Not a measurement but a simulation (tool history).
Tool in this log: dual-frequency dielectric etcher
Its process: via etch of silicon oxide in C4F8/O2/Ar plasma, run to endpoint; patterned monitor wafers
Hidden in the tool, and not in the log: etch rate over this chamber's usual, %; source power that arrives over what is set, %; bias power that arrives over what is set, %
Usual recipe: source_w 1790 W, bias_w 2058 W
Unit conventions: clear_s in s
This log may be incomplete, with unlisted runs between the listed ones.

| run | day | source_w | bias_w | wafers since the last listed run | hours since the last wet clean | hours since the last source power generator calibration | hours since the last bias power generator calibration | hours since the last upper electrode change | incoming incoming film thickness, nm | clear_s |
|---|---|---|---|---|---|---|---|---|---|---|
| 1 | 0 | 1790 | 1917 | 0 | 401.6 | 2222.6 | 1715.1 | 3046 | 1471.7 | 320.3 |
| 2 | 2.342 | 1790 | 2058 | 400 | 457.8 | 2278.8 | 1771.3 | 3102.2 | 1474 | 315.2 |
| 3 | 3.583 | 1790 | 2058 | 212 | 487.6 | 2308.6 | 1801.1 | 3132 | 1458.9 | 314.4 |
|  | 5.908 | wet clean of the chamber |
| 4 | 5.929 | 1790 | 2058 | 230 | 0.5 | 2364.9 | 1857.4 | 3188.3 | 1462.5 | 302.6 |
| 5 | 7.746 | 1790 | 1660 | 311 | 44.1 | 2408.5 | 1901 | 3231.9 | 1480.2 | 325.4 |
| 6 | 8.829 | 1790 | 1660 | 185 | 70.1 | 2434.5 | 1927 | 3257.9 | 1474.6 | 325.9 |
| 7 | 10.133 | 1790 | 2438 | 223 | 101.4 | 2465.8 | 1958.3 | 3289.2 | 1482.7 | 297.1 |
| 8 | 13.029 | 1790 | 2058 | 495 | 170.9 | 2535.3 | 2027.8 | 3358.7 | 1472.7 | 309.2 |
| 9 | 15.55 | 1790 | 2058 | 431 | 231.4 | 2595.8 | 2088.3 | 3419.2 | 1462.4 | 309.7 |
| 10 | 16.754 | 1790 | 2058 | 206 | 260.3 | 2624.7 | 2117.2 | 3448.1 | 1481.3 | 309.4 |
| 11 | 19.392 | 1900 | 2309 | 451 | 323.6 | 2688 | 2180.5 | 3511.4 | 1467.1 | 297.3 |
| 12 | 21.083 | 1790 | 2058 | 289 | 364.2 | 2728.6 | 2221.1 | 3552 | 1482.2 | 319.6 |
| 13 | 22.304 | 2120 | 2336 | 208 | 393.5 | 2757.9 | 2250.4 | 3581.3 | 1472.4 | 289.8 |
|  | 23.954 | upper electrode replaced |
|  | 24.183 | wet clean of the chamber |
| 14 | 25.304 | 2090 | 2405 | 302 | 26.9 | 2829.9 | 2322.4 | 32.4 | 1456.7 | 274.1 |
| 15 | 26.733 | 1420 | 1600 | 244 | 61.2 | 2864.2 | 2356.7 | 66.7 | 1479.2 | 357.3 |
| 16 | 27.929 | 1500 | 1653 | 204 | 89.9 | 2892.9 | 2385.4 | 95.4 | 1479.9 | 351.3 |
| 17 | 29.962 | 1920 | 1572 | 348 | 138.7 | 2941.7 | 2434.2 | 144.2 | 1484.9 | 321.4 |
| 18 | 31.225 | 2200 | 1849 | 216 | 169 | 2972 | 2464.5 | 174.5 | 1475.6 | 295 |
| 19 | 33.579 | 1920 | 2193 | 403 | 225.5 | 3028.5 | 2521 | 231 | 1473.4 | 299.6 |
| 20 | 34.892 | 1660 | 2516 | 224 | 257 | 3060 | 2552.5 | 262.5 | 1464.9 | 299.7 |
|  | 35.975 | source power generator calibrated |
| 21 | 36.146 | 2200 | 1849 | 186 | 287.1 | 4.1 | 2582.6 | 292.6 | 1482 | 301.1 |
| 22 | 37.983 | 1630 | 2503 | 314 | 331.2 | 48.2 | 2626.7 | 336.7 | 1476.2 | 310.1 |
| 23 | 39.125 | 1790 | 2058 | 195 | 358.6 | 75.6 | 2654.1 | 364.1 | 1480.9 | 315.6 |
| 24 | 41.775 | 1790 | 2345 | 453 | 422.2 | 139.2 | 2717.7 | 427.7 | 1481.4 | 307.5 |
|  | 42.442 | bias power generator calibrated |
| 25 | 44.396 | 1790 | 2058 | 420 | 485.1 | 202.1 | 46.9 | 490.6 | 1459.5 | 315.5 |
| 26 | 46.733 | 1790 | 2058 | 400 | 541.2 | 258.2 | 103 | 546.7 | 1488.4 | 328.8 |
|  | 48.296 | wet clean of the chamber |
| 27 | 49.167 | 1790 | 2058 | 245 | 20.9 | 316.6 | 161.4 | 605.1 | 1480.6 | 308.5 |
| 28 | 51.188 | 1580 | 1847 | 345 | 69.4 | 365.1 | 209.9 | 653.6 | 1475.1 | 330.4 |
| 29 | 54.092 | 1790 | 1660 | 497 | 139.1 | 434.8 | 279.6 | 723.3 | 1480.5 | 328.9 |
| 30 | 56.8 | 1640 | 2058 | 463 | 204.1 | 499.8 | 344.6 | 788.3 | 1466 | 320 |
| 31 | 59.417 | 1790 | 2058 | 447 | 266.9 | 562.6 | 407.4 | 851.1 | 1470.8 | 311.1 |
| 32 | 61.058 | 1620 | 1830 | 281 | 306.3 | 602 | 446.8 | 890.5 | 1476.6 | 335.6 |
| 33 | 62.988 | 1630 | 2343 | 330 | 352.6 | 648.3 | 493.1 | 936.8 | 1472.2 | 316.3 |
| 34 | 65.608 | 1950 | 1872 | 448 | 415.5 | 711.2 | 556 | 999.7 | 1479.9 | 316.1 |
| 35 | 68.142 | 2180 | 1859 | 433 | 476.3 | 772 | 616.8 | 1060.5 | 1460.7 | 299.3 |
|  | 71.738 | wet clean of the chamber |
| 36 | 74.779 | 1990 | 1791 | 965 | 73 | 931.3 | 776.1 | 1219.8 | 1472.4 | 305.8 |

What differs in the tool's unlogged condition from the final listed run ahead of each entry between runs to the first listed run following it?
From run 3 to run 4: wet clean of the chamber (day 5.908)
  etch rate over this chamber's usual, %: -4.31 -> 0.0576
  difference, measured minus the result without the unlogged condition, clear_s: +13.5 -> -0.2 s
From run 13 to run 14: upper electrode replaced (day 23.954); wet clean of the chamber (day 24.183)
  etch rate over this chamber's usual, %: -4.04 -> -0.304
  difference, measured minus the result without the unlogged condition, clear_s: +11.7 -> +0.9 s
From run 20 to run 21: source power generator calibrated (day 35.975)
  etch rate over this chamber's usual, %: -2.7 -> -3.02
  difference, measured minus the result without the unlogged condition, clear_s: +8.1 -> +9.1 s
From run 24 to run 25: bias power generator calibrated (day 42.442)
  etch rate over this chamber's usual, %: -4.43 -> -5.08
  difference, measured minus the result without the unlogged condition, clear_s: +13.7 -> +16 s
From run 26 to run 27: wet clean of the chamber (day 48.296)
  etch rate over this chamber's usual, %: -5.67 -> -0.233
  difference, measured minus the result without the unlogged condition, clear_s: +18.6 -> +0.7 s
From run 35 to run 36: wet clean of the chamber (day 71.738)
  etch rate over this chamber's usual, %: -4.98 -> -0.587
  difference, measured minus the result without the unlogged condition, clear_s: +14.9 -> +1.8 s

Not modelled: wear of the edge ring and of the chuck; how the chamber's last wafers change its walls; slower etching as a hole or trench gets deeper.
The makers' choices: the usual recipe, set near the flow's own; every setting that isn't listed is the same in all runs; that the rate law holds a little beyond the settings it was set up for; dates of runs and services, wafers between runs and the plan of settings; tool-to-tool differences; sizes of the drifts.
